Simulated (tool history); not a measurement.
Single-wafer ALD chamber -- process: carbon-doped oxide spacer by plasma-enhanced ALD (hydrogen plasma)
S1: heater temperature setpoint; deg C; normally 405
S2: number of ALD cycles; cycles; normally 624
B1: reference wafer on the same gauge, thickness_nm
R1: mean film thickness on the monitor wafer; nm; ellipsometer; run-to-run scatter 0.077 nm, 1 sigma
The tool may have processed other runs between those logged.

run     day   S1   S2      B1      R1
  1   0.000  405  624  26.218  30.607
  2   1.238  405  689  26.194  33.939
  3   2.350  405  624  26.228  30.614
  4   3.712  405  624  26.194  30.702
      5.029  -- thermocouple changed; heater temperature recalibrated
  5   5.050  405  624  26.221  30.735
  6   6.200  405  624  26.196  30.637
  7   6.954  401  690  26.198  34.335
  8   7.479  405  624  26.200  30.728
      8.112  -- gauge calibrated
  9   8.412  418  500  26.187  23.586
 10   9.512  415  624  26.170  29.805
 11  10.508  400  697  26.185  34.884
 12  11.462  392  696  26.196  34.705
 13  12.108  405  624  26.187  30.571
 14  13.400  414  521  26.184  24.844

Branching from run 14: 4 alternative next runs. What would each branch give?
  A  13.458  405  624   ?   ?
  B  13.458  390  505   ?   ?
  C  13.458  398  535   ?   ?
  D  13.458  400  624   ?   ?

run      B1      R1
  A  26.180  30.677
  B  26.180  25.205
  C  26.180  26.702
  D  26.180  31.144
Stripped of hidden state, with their random variation kept, the same runs would have yielded:
run      R1
  A  30.677
  B  25.205
  C  26.702
  D  31.144
